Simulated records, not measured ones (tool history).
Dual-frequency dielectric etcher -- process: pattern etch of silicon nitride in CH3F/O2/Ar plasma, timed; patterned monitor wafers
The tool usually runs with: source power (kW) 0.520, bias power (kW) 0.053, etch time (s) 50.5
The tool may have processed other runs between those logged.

| run | hour | source power (kW) | bias power (kW) | etch time (s) | read-back reference wafer on the same gauge, depth_nm | mean etch depth across the wafer (angstrom) |
|---|---|---|---|---|---|---|
| 1 | 0.0 | 0.520 | 0.053 | 50.5 | 38.84 | 341.5 |
| 2 | 91.5 | 0.520 | 0.053 | 55.5 | 38.81 | 376.0 |
| 3 | 169.2 | 0.520 | 0.053 | 55.5 | 38.79 | 372.7 |
| 4 | 236.5 | 0.520 | 0.053 | 55.5 | 38.80 | 370.4 |
| 5 | 336.7 | 0.520 | 0.053 | 50.5 | 38.87 | 330.6 |
|  | 445.6 | wet clean of the chamber |
| 6 | 446.1 | 0.520 | 0.053 | 50.5 | 38.81 | 349.0 |
|  | 552.3 | upper electrode replaced |
| 7 | 555.8 | 0.520 | 0.053 | 50.5 | 38.77 | 342.4 |
|  | 577.4 | gauge calibrated |
| 8 | 642.3 | 0.520 | 0.053 | 50.5 | 38.79 | 340.3 |
| 9 | 696.4 | 0.520 | 0.053 | 50.5 | 38.85 | 336.3 |
| 10 | 781.8 | 0.520 | 0.049 | 50.5 | 38.77 | 323.6 |
|  | 831.4 | source power generator calibrated |
|  | 864.8 | wet clean of the chamber |
| 11 | 865.3 | 0.520 | 0.059 | 56.5 | 38.77 | 423.9 |
| 12 | 895.8 | 0.520 | 0.053 | 50.5 | 38.81 | 359.4 |
| 13 | 1001.1 | 0.520 | 0.053 | 50.5 | 38.78 | 355.5 |
| 14 | 1079.7 | 0.520 | 0.044 | 38.5 | 38.79 | 245.0 |
| 15 | 1137.1 | 0.470 | 0.045 | 62.5 | 38.81 | 378.9 |
| 16 | 1225.1 | 0.590 | 0.047 | 42.0 | 38.79 | 291.4 |
|  | 1250.8 | bias power generator calibrated |
| 17 | 1291.4 | 0.520 | 0.041 | 64.0 | 38.84 | 387.0 |
| 18 | 1350.9 | 0.520 | 0.053 | 44.5 | 38.79 | 298.7 |
|  | 1407.6 | wet clean of the chamber |
| 19 | 1427.0 | 0.390 | 0.040 | 60.0 | 38.73 | 305.6 |
| 20 | 1676.4 | 0.520 | 0.042 | 50.5 | 38.83 | 309.8 |
| 21 | 1767.6 | 0.520 | 0.063 | 50.5 | 38.78 | 367.3 |

Here are 4 independent what-if runs from the current tool condition. What would each one return?
| A | 1768.0 | 0.520 | 0.053 | 50.5 | ? | ? |
| B | 1768.0 | 0.580 | 0.040 | 44.0 | ? | ? |
| C | 1768.0 | 0.520 | 0.061 | 50.5 | ? | ? |
| D | 1768.0 | 0.630 | 0.057 | 50.5 | ? | ? |

| run | read-back reference wafer on the same gauge, depth_nm | mean etch depth across the wafer (angstrom) |
|---|---|---|
| A | 38.82 | 336.0 |
| B | 38.82 | 273.5 |
| C | 38.82 | 358.5 |
| D | 38.82 | 386.0 |
With the hidden condition removed and each run's random variation left untouched, the same runs would have given:
| run | mean etch depth across the wafer (angstrom) |
|---|---|
| A | 354.4 |
| B | 288.6 |
| C | 378.0 |
| D | 407.1 |
